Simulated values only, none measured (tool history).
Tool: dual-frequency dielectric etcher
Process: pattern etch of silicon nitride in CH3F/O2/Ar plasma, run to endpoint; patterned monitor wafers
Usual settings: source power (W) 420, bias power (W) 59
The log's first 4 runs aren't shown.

run,hour,source power (W),bias power (W),wafers since the last listed run,hours since the last wet clean,hours since the last source power generator calibration,hours since the last bias power generator calibration,hours since the last upper electrode change,"incoming incoming film thickness, nm",endpoint time (s)
5,175.8,420,59,642,43.2,4311.6,3722.5,4098.5,38.79,57.1
6,215.5,350,69,597,82.9,4351.3,3762.2,4138.2,39.11,59.2
7,277.6,420,59,934,145.0,4413.4,3824.3,4200.3,38.76,56.6
8,303.9,420,59,395,171.3,4439.7,3850.6,4226.6,39.41,59.3
# hour 406.8: bias power generator calibrated
9,506.3,350,63,2984,373.7,4642.1,99.5,4429.0,38.71,62.5
10,568.7,350,63,938,436.1,4704.5,161.9,4491.4,38.96,63.2
# hour 611.1: wet clean of the chamber
11,611.6,420,63,284,0.5,4747.4,204.8,4534.3,38.95,54.9
12,784.8,520,45,2605,173.7,4920.6,378.0,4707.5,38.83,55.7
13,823.9,360,49,588,212.8,4959.7,417.1,4746.6,39.37,67.7
14,879.1,420,59,830,268.0,5014.9,472.3,4801.8,38.91,58.1
15,909.0,340,52,449,297.9,5044.8,502.2,4831.7,38.83,67.9
16,963.2,420,59,815,352.1,5099.0,556.4,4885.9,38.89,58.9
17,1016.7,420,59,804,405.6,5152.5,609.9,4939.4,38.88,59.3
18,1082.4,370,73,988,471.3,5218.2,675.6,5005.1,39.28,58.2
19,1110.5,340,70,422,499.4,5246.3,703.7,5033.2,38.90,63.1
20,1154.7,420,51,665,543.6,5290.5,747.9,5077.4,38.61,62.5
# hour 1182.8: wet clean of the chamber
21,1184.4,420,59,85,1.6,5320.2,777.6,5107.1,38.78,56.3
22,1231.8,360,67,713,49.0,5367.6,825.0,5154.5,38.76,58.1
# hour 1253.0: source power generator calibrated
# hour 1358.8: upper electrode replaced
23,1367.5,490,64,1620,184.7,114.5,960.7,8.7,38.97,51.3
24,1416.1,340,71,731,233.3,163.1,1009.3,57.3,38.49,59.9
25,1456.4,450,50,606,273.6,203.4,1049.6,97.6,38.94,58.0
26,1513.6,460,71,860,330.8,260.6,1106.8,154.8,38.77,52.3
27,1553.6,420,59,601,370.8,300.6,1146.8,194.8,38.84,57.7

Forecast run 28:
28,1620.8,330,73,1011,438.0,367.8,1214.0,262.0,38.54,?

{"run 28": {"endpoint time (s)": 61.7}}
Without the tool's hidden state the same run would have given endpoint time (s) 59.4.

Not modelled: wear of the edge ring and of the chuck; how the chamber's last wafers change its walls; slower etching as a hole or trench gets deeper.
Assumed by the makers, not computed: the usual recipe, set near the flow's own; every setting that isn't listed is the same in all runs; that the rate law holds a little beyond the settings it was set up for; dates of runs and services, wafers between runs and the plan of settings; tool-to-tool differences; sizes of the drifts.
